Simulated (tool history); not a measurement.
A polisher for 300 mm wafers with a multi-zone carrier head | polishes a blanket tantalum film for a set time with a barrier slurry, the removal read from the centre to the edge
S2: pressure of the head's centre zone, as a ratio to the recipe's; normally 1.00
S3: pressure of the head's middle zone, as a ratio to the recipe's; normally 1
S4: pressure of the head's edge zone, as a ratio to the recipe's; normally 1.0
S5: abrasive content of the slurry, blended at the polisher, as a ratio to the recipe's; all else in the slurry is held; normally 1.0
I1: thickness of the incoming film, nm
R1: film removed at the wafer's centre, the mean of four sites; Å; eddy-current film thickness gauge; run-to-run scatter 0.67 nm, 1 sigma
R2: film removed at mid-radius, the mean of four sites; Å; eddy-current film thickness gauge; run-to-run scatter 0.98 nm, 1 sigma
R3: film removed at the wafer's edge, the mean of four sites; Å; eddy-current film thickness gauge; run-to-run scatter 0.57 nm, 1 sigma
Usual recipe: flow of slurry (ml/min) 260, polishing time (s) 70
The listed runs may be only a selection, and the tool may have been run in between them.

Run 1, day 0.000: usual settings but polishing time (s) 88; I1 352.9. Result: R1 1133 Å, R2 1083 Å, R3 1097 Å.
Run 2, day 2.892: usual settings; I1 348.4. Result: R1 908 Å, R2 864 Å, R3 879 Å.
Run 3, day 3.938: usual settings; I1 352.7. Result: R1 911 Å, R2 854 Å, R3 877 Å.
Run 4, day 5.000: usual settings; I1 349.0. Result: R1 904 Å, R2 848 Å, R3 885 Å.
At day 5.812: worn pad replaced by a new one.
Run 5, day 6.500: usual settings; I1 351.5. Result: R1 895 Å, R2 862 Å, R3 881 Å.
Run 6, day 8.583: usual settings; I1 349.0. Result: R1 909 Å, R2 871 Å, R3 881 Å.
Run 7, day 10.121: usual settings; I1 347.2. Result: R1 905 Å, R2 846 Å, R3 884 Å.
At day 12.967: worn pad replaced by a new one.
At day 13.050: carrier head's membrane replaced by a new one.
Run 8, day 15.079: usual settings but S5 1.1, polishing time (s) 84; I1 352.8. Result: R1 1143 Å, R2 1099 Å, R3 1096 Å.
At day 15.846: slurry nozzle cleaned.
Run 9, day 16.525: usual settings but S5 0.9; I1 345.3. Result: R1 881 Å, R2 831 Å, R3 833 Å.
At day 19.067: worn pad replaced by a new one.
Run 10, day 19.338: usual settings but flow of slurry (ml/min) 315, S4 1.1, polishing time (s) 49; I1 351.5. Result: R1 661 Å, R2 615 Å, R3 657 Å.
At day 21.096: edge zone pressure recalibrated.
Run 11, day 21.150: usual settings but flow of slurry (ml/min) 215, polishing time (s) 88; I1 346.5. Result: R1 1129 Å, R2 1054 Å, R3 1086 Å.
Run 12, day 23.358: usual settings; I1 348.2. Result: R1 927 Å, R2 852 Å, R3 883 Å.
At day 24.575: centre zone pressure recalibrated.
Run 13, day 24.879: usual settings but flow of slurry (ml/min) 200, S2 1.08, S5 1.1; I1 344.8. Result: R1 950 Å, R2 873 Å, R3 894 Å.
At day 26.083: worn pad replaced by a new one.
Run 14, day 27.458: usual settings but flow of slurry (ml/min) 310, S2 0.97; I1 352.4. Result: R1 885 Å, R2 886 Å, R3 889 Å.
Run 15, day 28.575: usual settings; I1 352.7. Result: R1 897 Å, R2 849 Å, R3 886 Å.
Run 16, day 31.571: usual settings but S2 1.07, S5 0.8; I1 350.2. Result: R1 858 Å, R2 769 Å, R3 786 Å.
At day 33.692: worn pad replaced by a new one.
Run 17, day 34.183: usual settings; I1 348.9. Result: R1 896 Å, R2 869 Å, R3 883 Å.

Below are 3 alternative next runs, each starting from the tool's condition after run 17. Predict each:
Run A, day 34.200: usual settings but S2 1.09; I1 350.0. Result: R1 ?, R2 ?, R3 ?.
Run B, day 34.200: usual settings but S5 0.7; I1 350.0. Result: R1 ?, R2 ?, R3 ?.
Run C, day 34.200: usual settings but S2 0.88, polishing time (s) 59; I1 350.0. Result: R1 ?, R2 ?, R3 ?.

run   R1   R2   R3
  A  994  863  883
  B  744  704  720
  C  675  728  744
With the hidden condition removed and each run's random variation left untouched, the same runs would have given:
run   R1   R2   R3
  A  993  863  883
  B  743  704  720
  C  675  728  744
